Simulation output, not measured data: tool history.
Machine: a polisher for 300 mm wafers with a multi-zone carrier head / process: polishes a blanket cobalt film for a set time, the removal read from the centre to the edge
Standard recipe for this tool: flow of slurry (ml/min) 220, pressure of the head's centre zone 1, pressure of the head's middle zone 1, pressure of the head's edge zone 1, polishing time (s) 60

run,day,flow of slurry (ml/min),pressure of the head's centre zone,pressure of the head's middle zone,pressure of the head's edge zone,polishing time (s),wafers since the last listed run,wafers polished on this pad,hours since the slurry nozzle was cleaned,hours since the centre zone pressure was calibrated,hours since the edge zone pressure was calibrated,hours since the carrier head's membrane was replaced,"incoming thickness of the incoming film, nm",film removed at the wafer's centre (nm),film removed at mid-radius (nm),film removed at the wafer's edge (nm)
1,0,220,1,1,1,60,0,427,340.5,746,247,996.1,1365.1,196.3,193.8,198.3
2,1.042,220,1,1,1,60,361,788,365.5,771,272,1021.1,1372.7,194.1,193.2,194.2
3,1.683,220,1,1,1,60,222,1011,380.9,786.4,287.4,1036.5,1366.3,191.4,188.1,189.4
# day 2.304: slurry nozzle cleaned
4,3.038,220,1,1,1,72,455,1466,17.6,818.9,319.9,1069,1371.2,220.4,219.7,220
# day 3.562: worn pad replaced by a new one
5,4.175,220,1,1,1,72,336,212,44.9,846.2,347.2,1096.3,1361.6,237.7,236.9,237.9
6,4.708,220,1,1,1,60,184,397,57.7,859,360,1109.1,1376.1,198.5,197,197.1
7,5.929,220,1,1,1,60,423,821,87,888.3,389.3,1138.4,1375.8,191.5,192.2,193.7
8,6.479,220,1,1,1,60,190,1011,100.2,901.5,402.5,1151.6,1341,192.3,189.3,189.1
# day 7.092: centre zone pressure recalibrated
9,7.112,220,1,0.95,1,60,190,1202,115.4,0.5,417.7,1166.8,1362.1,187.1,179.9,186.9
10,7.7,190,1.08,1,1,60,203,1406,129.5,14.6,431.8,1180.9,1359.7,198.3,180.4,182.2
# day 8.688: carrier head's membrane replaced by a new one
11,8.754,250,1,1,1,60,293,1699,154.8,39.9,457.1,1.6,1364.4,180.4,176.8,177
# day 9.1: worn pad replaced by a new one
12,9.921,220,1.04,1.06,0.9,60,346,285,182.8,67.9,485.1,29.6,1358,208.8,207.1,189
13,11.271,220,1,1,1,60,468,753,215.2,100.3,517.5,62,1370.6,197.7,194.7,197.4
14,11.929,220,1,1,1.11,60,228,981,231,116.1,533.3,77.8,1356.7,193.6,193.1,202.4
# day 12.608: edge zone pressure recalibrated
15,13.383,220,1,1,1,60,475,1457,265.9,151,18.6,112.7,1344,185.3,183.9,181.9
# day 14.483: worn pad replaced by a new one
16,14.754,220,1.08,1,1,60,417,94,298.8,183.9,51.5,145.6,1357.9,212.8,195.8,198.3
17,15.729,270,0.94,1.11,0.92,60,338,432,322.2,207.3,74.9,169,1354.6,192.7,219.3,192.8
# day 15.862: slurry nozzle cleaned
18,16.75,255,1.04,1.03,1.04,60,339,772,21.3,231.8,99.4,193.5,1347.7,205.9,201.6,199.8
19,17.571,170,1.1,0.89,1.07,60,284,1057,41,251.5,119.1,213.2,1360.1,206.9,168.2,193
20,18.825,270,1.11,1,1.04,45,435,1492,71.1,281.6,149.2,243.3,1341.8,154.6,141.6,142.7
21,19.521,220,1,1,0.93,60,241,1733,87.8,298.3,165.9,260,1347.5,181.8,176.6,172.1
# day 19.892: worn pad replaced by a new one
22,20.329,220,0.96,1,1.12,60,222,151,107.2,317.7,185.3,279.4,1365.9,184.3,187.8,199.9
23,21.554,220,1,1,1,60,424,576,136.6,347.1,214.7,308.8,1341.4,192.7,184.5,188.2

Entry by entry between the runs, the difference in hidden state between the last listed run before and the first listed run after:
Runs 3 to 4: slurry nozzle cleaned (day 2.304)
  removal rate lost through wear of the pad, %: 4.23 -> 8.08
  measured value less the no-hidden-state value, film removed at the wafer's centre (nm): -8.4 -> -19.4; film removed at mid-radius (nm): -8.3 -> -19.3; film removed at the wafer's edge (nm): -8.4 -> -19.4
Runs 4 to 5: worn pad replaced by a new one (day 3.562)
  removal rate lost through wear of the pad, %: 8.08 -> 0.985
  measured value less the no-hidden-state value, film removed at the wafer's centre (nm): -19.4 -> -2.4; film removed at mid-radius (nm): -19.3 -> -2.4; film removed at the wafer's edge (nm): -19.4 -> -2.4
Runs 8 to 9: centre zone pressure recalibrated (day 7.092)
  removal rate lost through wear of the pad, %: 4.21 -> 5.83
  measured value less the no-hidden-state value, film removed at the wafer's centre (nm): -8.4 -> -11.5; film removed at mid-radius (nm): -8.3 -> -11.2; film removed at the wafer's edge (nm): -8.3 -> -11.5
Runs 10 to 11: carrier head's membrane replaced by a new one (day 8.688)
  removal rate lost through wear of the pad, %: 7.62 -> 11.5
  measured value less the no-hidden-state value, film removed at the wafer's centre (nm): -16.4 -> -23.5; film removed at mid-radius (nm): -14.8 -> -23; film removed at the wafer's edge (nm): -15.1 -> -23
Runs 11 to 12: worn pad replaced by a new one (day 9.1)
  removal rate lost through wear of the pad, %: 11.5 -> 0.452
  measured value less the no-hidden-state value, film removed at the wafer's centre (nm): -23.5 -> -1; film removed at mid-radius (nm): -23 -> -1; film removed at the wafer's edge (nm): -23 -> -0.9
Runs 14 to 15: edge zone pressure recalibrated (day 12.608)
  removal rate lost through wear of the pad, %: 3.36 -> 7.45
  measured value less the no-hidden-state value, film removed at the wafer's centre (nm): -6.7 -> -14.9; film removed at mid-radius (nm): -6.7 -> -14.8; film removed at the wafer's edge (nm): -7 -> -14.6
Runs 15 to 16: worn pad replaced by a new one (day 14.483)
  removal rate lost through wear of the pad, %: 7.45 -> 0.0832
  measured value less the no-hidden-state value, film removed at the wafer's centre (nm): -14.9 -> -0.2; film removed at mid-radius (nm): -14.8 -> -0.1; film removed at the wafer's edge (nm): -14.6 -> -0.1
Runs 17 to 18: slurry nozzle cleaned (day 15.862)
  removal rate lost through wear of the pad, %: 0.67 -> 2.09
  measured value less the no-hidden-state value, film removed at the wafer's centre (nm): -1.3 -> -4.3; film removed at mid-radius (nm): -1.4 -> -4.3; film removed at the wafer's edge (nm): -1.3 -> -4.2
Runs 21 to 22: worn pad replaced by a new one (day 19.892)
  removal rate lost through wear of the pad, %: 10.1 -> 4.86
  measured value less the no-hidden-state value, film removed at the wafer's centre (nm): -20.4 -> -9.4; film removed at mid-radius (nm): -19.8 -> -9.6; film removed at the wafer's edge (nm): -19.3 -> -10.2
